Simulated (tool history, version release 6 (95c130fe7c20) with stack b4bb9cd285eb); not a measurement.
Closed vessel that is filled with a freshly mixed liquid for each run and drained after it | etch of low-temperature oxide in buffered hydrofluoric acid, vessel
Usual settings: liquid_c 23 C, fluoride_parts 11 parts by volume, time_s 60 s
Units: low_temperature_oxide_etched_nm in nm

| run | hour | liquid_c | fluoride_parts | time_s | read-back film thickness of the low-temperature oxide reference wafer, read on the same gauge (nm) | low_temperature_oxide_etched_nm |
|---|---|---|---|---|---|---|
| 1 | 0 | 23 | 11 | 60 | 130.02 | 123.53 |
| 2 | 13.9 | 23 | 11 | 60 | 130 | 123.61 |
| 3 | 33.8 | 23 | 11 | 70 | 130.03 | 145.14 |
| 4 | 48.2 | 23 | 8 | 60 | 130.02 | 165.41 |
| 5 | 65.3 | 23 | 8.5 | 60 | 129.98 | 154.85 |
| 6 | 79.4 | 23 | 11 | 60 | 130 | 124.62 |
| 7 | 102.5 | 23 | 11 | 60 | 129.99 | 125.03 |
| 8 | 179.3 | 23 | 11 | 60 | 129.98 | 125.47 |
| 9 | 197.4 | 23 | 11 | 60 | 130.01 | 125.45 |
| 10 | 223.4 | 23 | 11 | 60 | 130.04 | 126.37 |
| 11 | 242.8 | 23 | 11 | 60 | 130.05 | 125.08 |
| 12 | 266.7 | 23 | 11 | 60 | 129.98 | 126.73 |
|  | 270.9 | hydrofluoric acid flow meter replaced |
|  | 280.9 | thermometer replaced |
| 13 | 301.1 | 23 | 13 | 60 | 129.99 | 91.99 |
| 14 | 330.3 | 27 | 11 | 60 | 130.02 | 134.54 |
| 15 | 362.7 | 23 | 11 | 90 | 130.05 | 161.86 |
| 16 | 391.6 | 23 | 11 | 30 | 129.98 | 54.23 |
| 17 | 421 | 20.5 | 11 | 60 | 130.02 | 94.54 |
| 18 | 441.3 | 20.5 | 8 | 60 | 130 | 126.09 |
| 19 | 469.1 | 18.5 | 11 | 60 | 130.05 | 84.72 |
|  | 469.7 | gauge calibrated |
| 20 | 487.3 | 20 | 8.5 | 70 | 130 | 134.52 |
| 21 | 519.9 | 23 | 11 | 60 | 130 | 109.46 |
| 22 | 553.1 | 27 | 12.5 | 85 | 130.01 | 170.19 |
| 23 | 568.6 | 23 | 11 | 60 | 129.99 | 109.45 |
| 24 | 600.2 | 19 | 12.5 | 80 | 129.98 | 103.05 |
| 25 | 622.2 | 28 | 11 | 60 | 129.98 | 144.33 |
| 26 | 636 | 23 | 11 | 60 | 130.01 | 109.97 |
| 27 | 664.1 | 23 | 11 | 60 | 130.03 | 109.65 |

3 ways to go on from here, each from the tool as it stands after run 27. What would each give?
| A | 664.8 | 21 | 11 | 60 | ? | ? |
| B | 664.8 | 25 | 11 | 85 | ? | ? |
| C | 664.8 | 19.5 | 15 | 90 | ? | ? |

| run | read-back film thickness of the low-temperature oxide reference wafer, read on the same gauge (nm) | low_temperature_oxide_etched_nm |
|---|---|---|
| A | 130.01 | 97.94 |
| B | 130.01 | 172.66 |
| C | 130.01 | 99.72 |
Without the tool's hidden state the same runs would have given:
| run | low_temperature_oxide_etched_nm |
|---|---|
| A | 94.57 |
| B | 166.88 |
| C | 96.25 |
